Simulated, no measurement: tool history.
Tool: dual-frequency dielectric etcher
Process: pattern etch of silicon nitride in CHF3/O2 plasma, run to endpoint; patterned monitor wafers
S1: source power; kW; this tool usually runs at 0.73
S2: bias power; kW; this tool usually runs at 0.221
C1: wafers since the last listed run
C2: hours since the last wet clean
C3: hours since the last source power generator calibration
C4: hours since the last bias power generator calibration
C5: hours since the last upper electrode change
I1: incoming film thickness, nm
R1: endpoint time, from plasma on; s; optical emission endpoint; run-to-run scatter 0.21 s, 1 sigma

run    hour    S1     S2    C1     C2      C3      C4      C5    I1    R1
  1       0  0.62  0.254     0  660.5  1508.5  1539.8  2607.6  77.3  50.5
       62.8  -- wet clean of the chamber
  2    63.3  0.73  0.221   306    0.5  1571.8  1603.1  2670.9  77.5  48.5
  3    87.6  0.73  0.221   189   24.8  1596.1  1627.4  2695.2  78.2  49.3
  4   148.4  0.86  0.221   474   85.6  1656.9  1688.2    2756  77.7    44
  5   209.5  0.86  0.221   477  146.7    1718  1749.3  2817.1  77.5  43.8
  6   259.9  0.86  0.221   393  197.1  1768.4  1799.7  2867.5  78.4  44.2
  7   307.6  0.61  0.221   372  244.8  1816.1  1847.4  2915.2  77.7  54.2
  8   372.4  0.61  0.221   506  309.6  1880.9  1912.2    2980  77.4  53.3
  9   419.5  0.73  0.237   367  356.7    1928  1959.3  3027.1  78.1  46.9
 10   597.6  0.85  0.185  1390  534.8  2106.1  2137.4  3205.2  77.6    45
 11   623.5  0.85  0.185   202  560.7    2132  2163.3  3231.1  76.9  44.2
      672.3  -- wet clean of the chamber
 12   672.8  0.85  0.185   197    0.5  2181.3  2212.6  3280.4  77.8  46.4
 13   684.8  0.73  0.221    93   12.5  2193.3  2224.6  3292.4  77.5  47.9
 14   733.9  0.73  0.221   383   61.6  2242.4  2273.7  3341.5  78.3  48.6
      784.4  -- bias power generator calibrated
 15   796.5  0.73  0.221   457  124.2    2305    12.1  3404.1  77.9    48
        816  -- source power generator calibrated
      832.6  -- upper electrode replaced
 16   838.5  0.59  0.265   167  166.2    22.5    54.1     5.9  77.7  53.5
 17   910.2  0.73  0.221   559  237.9    94.2   125.8    77.6  77.8  48.6
 18   969.6  0.59  0.272   463  297.3   153.6   185.2     137    77  51.7
 19  1140.8  0.56  0.244  1336  468.5   324.8   356.4   308.2  77.5  55.4
 20  1167.1   0.6  0.221   205  494.8   351.1   382.7   334.5  77.5  54.2
 21    1226  0.62  0.221   459  553.7     410   441.6   393.4    77  52.6
     1280.3  -- wet clean of the chamber
 22  1280.8  0.73  0.221   240    0.5   464.8   496.4   448.2    77    48
 23  1321.6  0.73  0.221   318   41.3   505.6   537.2     489  77.3  48.5
 24  1386.6  0.73  0.202   507  106.3   570.6   602.2     554  77.6  49.8
 25  1418.1  0.78  0.173   245  137.8   602.1   633.7   585.5    77  49.2
 26  1443.2  0.85  0.261   196  162.9   627.2   658.8   610.6  77.5  42.4
 27  1511.6   0.9  0.243   534  231.3   695.6   727.2     679    77  41.4
 28  1570.3  0.88  0.221   458    290   754.3   785.9   737.7  77.3    43
 29  1603.2  0.91  0.269   256  322.9   787.2   818.8   770.6  77.4    40
 30  1671.2  0.65  0.189   531  390.9   855.2   886.8   838.6  77.7  53.8
 31  1733.6  0.55  0.199   487  453.3   917.6   949.2     901  76.8    59

For each entry between runs, how does the tool's hidden state at the last listed run before it compare with that at the first listed run after it?
From run 1 to run 2: wet clean of the chamber (hour 62.8)
  etch rate over this chamber's usual, %: 3.2 -> -0.0735; source power that arrives over what is set, %: 1.55 -> 1.71
  what was measured, less what the result would be without the hidden state, R1: -2.1 -> -0.5 s
From run 11 to run 12: wet clean of the chamber (hour 672.3)
  etch rate over this chamber's usual, %: 2.86 -> 0.0405; source power that arrives over what is set, %: 3.37 -> 3.54
  what was measured, less what the result would be without the hidden state, R1: -2.2 -> -1.1 s
From run 14 to run 15: bias power generator calibrated (hour 784.4)
  etch rate over this chamber's usual, %: 0.36 -> 0.687; source power that arrives over what is set, %: 3.76 -> 3.98
  what was measured, less what the result would be without the hidden state, R1: -1.3 -> -1.5 s
From run 15 to run 16: source power generator calibrated (hour 816); upper electrode replaced (hour 832.6)
  etch rate over this chamber's usual, %: 0.687 -> 0.907; source power that arrives over what is set, %: 3.98 -> 0.0476
  what was measured, less what the result would be without the hidden state, R1: -1.5 -> -0.5 s
From run 21 to run 22: wet clean of the chamber (hour 1280.3)
  etch rate over this chamber's usual, %: 2.93 -> 0.324; source power that arrives over what is set, %: 0.182 -> 0.22
  what was measured, less what the result would be without the hidden state, R1: -1.6 -> -0.2 s
